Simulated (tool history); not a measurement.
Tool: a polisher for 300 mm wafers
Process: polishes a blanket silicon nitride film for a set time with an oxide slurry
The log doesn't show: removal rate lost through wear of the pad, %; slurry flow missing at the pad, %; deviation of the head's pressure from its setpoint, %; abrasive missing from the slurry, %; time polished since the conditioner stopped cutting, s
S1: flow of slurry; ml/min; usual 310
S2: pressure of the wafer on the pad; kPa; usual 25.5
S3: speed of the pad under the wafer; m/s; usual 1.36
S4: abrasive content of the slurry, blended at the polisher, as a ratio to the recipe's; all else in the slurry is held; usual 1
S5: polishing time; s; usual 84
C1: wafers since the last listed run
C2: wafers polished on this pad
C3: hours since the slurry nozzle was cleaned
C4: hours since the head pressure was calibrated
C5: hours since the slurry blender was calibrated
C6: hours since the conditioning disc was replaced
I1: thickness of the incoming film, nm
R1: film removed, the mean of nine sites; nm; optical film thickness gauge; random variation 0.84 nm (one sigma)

run,day,S1,S2,S3,S4,S5,C1,C2,C3,C4,C5,C6,I1,R1
1,0,310,31.7,1.56,1,84,0,108,396,273.4,302.3,103.7,494.4,104.6
2,0.975,310,31,1.36,1,95,134,243,419.4,296.8,325.7,127.1,491.8,103.9
# day 2.125: conditioning disc replaced and pad reconditioned
3,2.146,310,25.5,1.36,1,84,150,394,447.5,324.9,353.8,0.5,509.2,76.7
4,2.988,310,25.5,1.36,1,84,116,510,467.7,345.1,374,20.7,499.4,75.5
5,3.821,310,25.5,1.36,1,84,115,625,487.7,365.1,394,40.7,501.8,74.9
# day 4.017: worn pad replaced by a new one
6,4.412,395,25.5,1.36,1,63,58,54,501.9,379.3,408.2,54.9,498,58.5
7,5.112,395,25.5,1.36,1,63,96,151,518.7,396.1,425,71.7,497.5,57.5
# day 6.504: slurry blender recalibrated
8,7.296,395,25.5,1.36,1,63,290,442,571.1,448.5,19,124.1,497.7,57.5
# day 7.625: conditioning disc replaced and pad reconditioned
# day 8.479: worn pad replaced by a new one
9,8.5,310,25.5,1.08,1.2,84,132,2,600,477.4,47.9,21,498.5,70.9
10,9.188,310,25.5,1.36,1,84,95,97,616.5,493.9,64.4,37.5,489.4,75.5
11,9.842,310,25.5,1.36,0.85,84,90,188,632.2,509.6,80.1,53.2,499,65.3
12,10.425,410,25.5,1.36,1,58,80,269,646.2,523.6,94.1,67.2,493.8,53.4
13,11.158,310,25.5,1.36,1.25,84,101,370,663.8,541.2,111.7,84.8,497.5,84.4
# day 11.471: slurry nozzle cleaned
14,11.883,310,23.4,1.36,1,56,94,465,9.9,558.6,129.1,102.2,492.5,46.3
# day 12.138: head pressure recalibrated
# day 12.654: worn pad replaced by a new one
15,12.675,310,25.5,1.36,1,84,74,2,28.9,12.9,148.1,121.2,491.8,73.9
16,13.917,250,29,1.36,1,84,171,174,58.7,42.7,177.9,151,505.1,84.6

The next listed run, before its measurement:
# day 14.029: conditioning disc replaced and pad reconditioned
17,15.229,310,29,1.36,1,84,170,344,90.2,74.2,209.4,28.8,506.1,?

{"run 17": {"R1": 84.9}}
Without the tool's hidden state the same run would have given R1 84.9 nm.
